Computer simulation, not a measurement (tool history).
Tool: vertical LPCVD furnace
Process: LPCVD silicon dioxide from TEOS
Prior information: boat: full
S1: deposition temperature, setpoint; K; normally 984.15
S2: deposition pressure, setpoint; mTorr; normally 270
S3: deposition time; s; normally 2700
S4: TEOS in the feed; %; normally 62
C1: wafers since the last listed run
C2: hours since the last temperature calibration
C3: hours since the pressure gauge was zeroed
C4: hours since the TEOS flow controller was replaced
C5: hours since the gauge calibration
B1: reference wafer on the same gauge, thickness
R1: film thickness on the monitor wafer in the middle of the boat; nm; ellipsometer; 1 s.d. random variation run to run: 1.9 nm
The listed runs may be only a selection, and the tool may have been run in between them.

Run 1, hour 0.0: usual settings; C1 0; C2 2446.0; C3 2784.4; C4 4667.3; C5 2400.6; B1 419.07. Result: R1 371.08 nm.
Run 2, hour 44.9: usual settings; C1 989; C2 2490.9; C3 2829.3; C4 4712.2; C5 2445.5; B1 418.37. Result: R1 369.27 nm.
Run 3, hour 102.1: usual settings; C1 1260; C2 2548.1; C3 2886.5; C4 4769.4; C5 2502.7; B1 417.48. Result: R1 367.08 nm.
Run 4, hour 129.9: usual settings; C1 612; C2 2575.9; C3 2914.3; C4 4797.2; C5 2530.5; B1 417.55. Result: R1 367.67 nm.
Run 5, hour 177.0: usual settings; C1 1037; C2 2623.0; C3 2961.4; C4 4844.3; C5 2577.6; B1 416.79. Result: R1 368.15 nm.
At hour 319.3: gauge calibrated.
Run 6, hour 348.5: usual settings; C1 3777; C2 2794.5; C3 3132.9; C4 5015.8; C5 29.2; B1 435.41. Result: R1 384.00 nm.
Run 7, hour 388.8: usual settings; C1 887; C2 2834.8; C3 3173.2; C4 5056.1; C5 69.5; B1 435.85. Result: R1 385.13 nm.
Run 8, hour 442.1: usual settings; C1 1174; C2 2888.1; C3 3226.5; C4 5109.4; C5 122.8; B1 435.51. Result: R1 384.50 nm.
Run 9, hour 483.7: usual settings; C1 916; C2 2929.7; C3 3268.1; C4 5151.0; C5 164.4; B1 435.38. Result: R1 385.99 nm.
At hour 536.3: TEOS flow controller replaced.
Run 10, hour 536.8: usual settings but S1 976.15 K, S4 71 %; C1 641; C2 2982.8; C3 3321.2; C4 0.5; C5 217.5; B1 435.47. Result: R1 344.13 nm.
Run 11, hour 565.8: usual settings but S2 215 mTorr; C1 638; C2 3011.8; C3 3350.2; C4 29.5; C5 246.5; B1 435.21. Result: R1 342.91 nm.
Run 12, hour 625.9: usual settings; C1 1323; C2 3071.9; C3 3410.3; C4 89.6; C5 306.6; B1 435.19. Result: R1 383.42 nm.
Run 13, hour 685.1: usual settings but S2 250 mTorr, S3 3240 s, S4 53 %; C1 1304; C2 3131.1; C3 3469.5; C4 148.8; C5 365.8; B1 435.47. Result: R1 410.53 nm.
Run 14, hour 739.7: usual settings but S1 988.15 K, S2 330 mTorr, S4 72 %; C1 1202; C2 3185.7; C3 3524.1; C4 203.4; C5 420.4; B1 435.45. Result: R1 496.30 nm.
Run 15, hour 795.0: usual settings but S3 1980 s, S4 59 %; C1 1218; C2 3241.0; C3 3579.4; C4 258.7; C5 475.7; B1 435.37. Result: R1 274.00 nm.
Run 16, hour 935.6: usual settings but S1 972.15 K, S2 250 mTorr, S3 3540 s, S4 56 %; C1 3097; C2 3381.6; C3 3720.0; C4 399.3; C5 616.3; B1 434.89. Result: R1 350.14 nm.
At hour 983.7: thermocouples replaced and temperature profile calibrated.
Run 17, hour 1000.0: usual settings; C1 889; C2 16.3; C3 3784.4; C4 463.7; C5 680.7; B1 434.34. Result: R1 385.71 nm.
Run 18, hour 1064.5: usual settings but S2 235 mTorr; C1 1420; C2 80.8; C3 3848.9; C4 528.2; C5 745.2; B1 433.98. Result: R1 355.99 nm.
Run 19, hour 1120.8: usual settings but S4 65 %; C1 1240; C2 137.1; C3 3905.2; C4 584.5; C5 801.5; B1 433.71. Result: R1 390.28 nm.
At hour 1152.8: pressure gauge zeroed.
Run 20, hour 1154.9: usual settings; C1 222; C2 171.2; C3 2.1; C4 618.6; C5 835.6; B1 433.98. Result: R1 383.35 nm.
Run 21, hour 1222.3: usual settings but S1 980.15 K, S2 225 mTorr; C1 1484; C2 238.6; C3 69.5; C4 686.0; C5 903.0; B1 433.35. Result: R1 316.08 nm.
Run 22, hour 1290.3: usual settings but S2 205 mTorr; C1 1497; C2 306.6; C3 137.5; C4 754.0; C5 971.0; B1 432.85. Result: R1 333.01 nm.
Run 23, hour 1341.7: usual settings but S1 992.15 K, S3 2370 s, S4 73 %; C1 1132; C2 358.0; C3 188.9; C4 805.4; C5 1022.4; B1 433.04. Result: R1 434.35 nm.
Run 24, hour 1383.8: usual settings but S1 980.15 K, S3 2070 s, S4 57 %; C1 927; C2 400.1; C3 231.0; C4 847.5; C5 1064.5; B1 432.47. Result: R1 257.75 nm.
Run 25, hour 1414.4: usual settings but S1 992.15 K, S2 235 mTorr; C1 674; C2 430.7; C3 261.6; C4 878.1; C5 1095.1; B1 432.32. Result: R1 425.30 nm.
Run 26, hour 1455.2: usual settings but S3 2220 s; C1 898; C2 471.5; C3 302.4; C4 918.9; C5 1135.9; B1 432.32. Result: R1 313.54 nm.
Run 27, hour 1482.3: usual settings but S1 972.15 K, S3 1980 s, S4 69 %; C1 596; C2 498.6; C3 329.5; C4 946.0; C5 1163.0; B1 431.75. Result: R1 222.72 nm.
Run 28, hour 1653.4: usual settings but S1 973.15 K, S4 56 %; C1 3769; C2 669.7; C3 500.6; C4 1117.1; C5 1334.1; B1 430.58. Result: R1 279.05 nm.
Run 29, hour 1680.0: usual settings but S1 975.15 K, S2 230 mTorr, S4 58 %; C1 585; C2 696.3; C3 527.2; C4 1143.7; C5 1360.7; B1 430.65. Result: R1 276.28 nm.
Run 30, hour 1737.1: usual settings; C1 1257; C2 753.4; C3 584.3; C4 1200.8; C5 1417.8; B1 430.33. Result: R1 378.23 nm.
Run 31, hour 1800.5: usual settings but S1 992.15 K, S3 3720 s, S4 57 %; C1 1396; C2 816.8; C3 647.7; C4 1264.2; C5 1481.2; B1 429.25. Result: R1 595.22 nm.

Branching from run 31: 4 alternative next runs. What would each branch give?
Run A, hour 1804.7: usual settings but S2 300 mTorr; C1 92; C2 821.0; C3 651.9; C4 1268.4; C5 1485.4; B1 ?. Result: R1 ?.
Run B, hour 1804.7: usual settings but S1 990.15 K, S2 240 mTorr, S3 3750 s; C1 92; C2 821.0; C3 651.9; C4 1268.4; C5 1485.4; B1 ?. Result: R1 ?.
Run C, hour 1804.7: usual settings but S1 993.15 K, S2 310 mTorr, S4 67 %; C1 92; C2 821.0; C3 651.9; C4 1268.4; C5 1485.4; B1 ?. Result: R1 ?.
Run D, hour 1804.7: usual settings but S2 250 mTorr, S3 1980 s, S4 70 %; C1 92; C2 821.0; C3 651.9; C4 1268.4; C5 1485.4; B1 ?. Result: R1 ?.

run      B1      R1
  A  429.59  398.94
  B  429.59  567.55
  C  429.59  516.33
  D  429.59  283.78
Take away the tool's hidden state, keep each run's random variation, and the runs would have read:
run      R1
  A  403.89
  B  574.58
  C  522.72
  D  287.29

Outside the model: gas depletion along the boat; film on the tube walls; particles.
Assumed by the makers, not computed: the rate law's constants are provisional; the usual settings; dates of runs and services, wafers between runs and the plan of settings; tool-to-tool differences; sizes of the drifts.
